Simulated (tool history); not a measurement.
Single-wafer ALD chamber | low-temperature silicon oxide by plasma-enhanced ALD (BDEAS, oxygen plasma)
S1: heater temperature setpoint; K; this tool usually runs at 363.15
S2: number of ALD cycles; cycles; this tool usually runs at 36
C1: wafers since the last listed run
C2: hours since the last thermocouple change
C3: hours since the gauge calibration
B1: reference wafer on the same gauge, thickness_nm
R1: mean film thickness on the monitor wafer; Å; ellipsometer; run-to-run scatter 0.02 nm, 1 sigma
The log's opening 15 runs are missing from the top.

run,day,S1,S2,C1,C2,C3,B1,R1
16,51.592,363.15,36,406,1560,1532,5.541,49.24
17,54.808,363.15,36,546,1637.2,1609.2,5.545,49.07
18,58.904,363.15,36,695,1735.5,1707.5,5.541,49.14
# day 60.175: gauge calibrated
19,63.296,363.15,36,746,1840.9,74.9,5.54,49.17
20,65.375,358.15,29,353,1890.8,124.8,5.545,39.94
21,69.471,350.15,36,695,1989.1,223.1,5.54,51.04
22,72.075,355.15,41,442,2051.6,285.6,5.537,57.06
23,73.921,350.15,30,313,2095.9,329.9,5.537,42.56
24,75.775,363.15,41,315,2140.4,374.4,5.542,55.71
25,77.638,363.15,36,316,2185.1,419.1,5.539,48.79

The next listed run, before its measurement:
26,81.079,377.15,36,584,2267.7,501.7,?,?

Run 26 came out at B1 5.543, R1 46.67 Å.
Take away the tool's hidden state, keep the run-to-run variation as it was, and the same run would have given R1 46.97 Å.
